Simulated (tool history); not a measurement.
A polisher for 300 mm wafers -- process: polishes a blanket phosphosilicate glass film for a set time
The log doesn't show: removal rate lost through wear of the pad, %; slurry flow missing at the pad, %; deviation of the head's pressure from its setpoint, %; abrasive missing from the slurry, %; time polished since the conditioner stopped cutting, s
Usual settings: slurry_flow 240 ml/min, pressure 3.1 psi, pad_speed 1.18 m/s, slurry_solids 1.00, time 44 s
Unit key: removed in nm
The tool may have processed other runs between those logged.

run,day,slurry_flow,pressure,pad_speed,slurry_solids,time,wafers since the last listed run,wafers polished on this pad,hours since the slurry nozzle was cleaned,hours since the head pressure was calibrated,hours since the slurry blender was calibrated,hours since the conditioning disc was replaced,"incoming thickness of the incoming film, nm",removed
1,0.000,210,3.1,1.18,1.00,47,0,3395,358.9,17.7,583.3,200.9,3642.1,438.4
# day 1.204: slurry blender recalibrated
2,2.958,240,3.1,1.18,1.00,44,835,4231,429.9,88.7,42.1,271.9,3640.6,411.4
3,4.758,240,3.1,1.18,1.00,33,523,4754,473.1,131.9,85.3,315.1,3668.7,301.6
4,7.696,240,3.1,1.18,1.00,33,853,5608,543.6,202.4,155.8,385.6,3570.8,306.5
5,11.196,240,3.1,1.18,1.00,44,1017,6625,627.6,286.4,239.8,469.6,3650.0,398.5
# day 15.988: worn pad replaced by a new one
# day 18.938: conditioning disc replaced and pad reconditioned
6,19.912,240,3.1,1.18,1.00,44,2461,1116,836.8,495.6,449.0,23.4,3658.7,376.7
# day 20.675: slurry nozzle cleaned
# day 23.067: slurry blender recalibrated
7,24.267,240,2.5,0.76,0.80,44,1229,2345,86.2,600.1,28.8,127.9,3586.6,235.3
8,27.350,240,3.1,1.18,1.00,44,896,3241,160.2,674.1,102.8,201.9,3633.8,392.9
9,29.246,320,3.1,1.40,1.25,35,551,3792,205.7,719.6,148.3,247.4,3570.8,390.2
10,31.950,175,2.6,1.34,1.00,44,786,4578,270.6,784.5,213.2,312.3,3622.9,363.8
# day 32.629: head pressure recalibrated
11,33.483,195,3.1,1.54,1.00,44,421,5000,307.4,20.5,250.0,349.1,3665.1,498.3
12,35.854,195,3.8,1.02,1.25,44,689,5689,364.3,77.4,306.9,406.0,3602.5,468.4
13,39.046,240,2.5,1.18,1.20,44,927,6617,440.9,154.0,383.5,482.6,3597.3,387.4
14,40.883,300,3.6,1.18,1.00,44,534,7151,485.0,198.1,427.6,526.7,3606.3,459.0
# day 42.417: conditioning disc replaced and pad reconditioned
# day 43.925: worn pad replaced by a new one
15,44.192,215,3.1,1.50,0.85,44,888,77,564.4,277.5,507.0,42.6,3607.2,434.0
16,50.892,240,2.6,0.92,1.00,44,1947,2025,725.2,438.3,667.8,203.4,3580.5,300.0
# day 50.958: slurry nozzle cleaned
# day 51.675: slurry blender recalibrated
17,53.854,240,3.8,1.18,1.00,40,824,2850,69.5,509.4,52.3,274.5,3669.3,426.3
18,56.250,240,3.1,1.06,1.25,49,696,3546,127.0,566.9,109.8,332.0,3628.0,452.2
19,57.879,240,3.1,0.90,1.00,44,473,4019,166.1,606.0,148.9,371.1,3655.7,331.0
20,61.008,240,2.5,0.76,0.80,44,909,4929,241.2,681.1,224.0,446.2,3673.1,234.6
# day 65.175: head pressure recalibrated
# day 65.950: worn pad replaced by a new one
21,67.029,240,3.4,1.18,1.00,44,1677,314,385.7,44.5,368.5,590.7,3577.4,441.2
# day 68.133: conditioning disc replaced and pad reconditioned
22,70.025,300,3.1,1.32,1.25,44,846,1160,457.6,116.4,440.4,45.4,3640.4,494.0
23,72.917,195,3.8,1.02,1.25,44,840,2001,527.0,185.8,509.8,114.8,3603.3,446.1
# day 75.692: slurry blender recalibrated
24,76.588,240,3.1,1.18,1.00,44,1042,3044,615.1,273.9,21.5,202.9,3593.5,394.9

Predict each of these 5 candidate next runs independently; none follows another, all start after run 24:
A,76.604,170,3.1,1.18,1.00,44,4,3048,615.5,274.3,21.9,203.3,3537.4,?
B,76.604,310,2.1,1.18,1.00,44,4,3048,615.5,274.3,21.9,203.3,3537.4,?
C,76.604,265,3.1,0.96,1.00,44,4,3048,615.5,274.3,21.9,203.3,3537.4,?
D,76.604,240,3.1,1.18,0.90,49,4,3048,615.5,274.3,21.9,203.3,3537.4,?
E,76.604,240,2.5,1.18,1.00,44,4,3048,615.5,274.3,21.9,203.3,3537.4,?

run,removed
A,382.8
B,324.7
C,354.5
D,427.8
E,349.7
Take away the tool's hidden state, keep each run's random variation, and the runs would have read:
run,removed
A,418.7
B,347.5
C,381.3
D,461.7
E,377.4
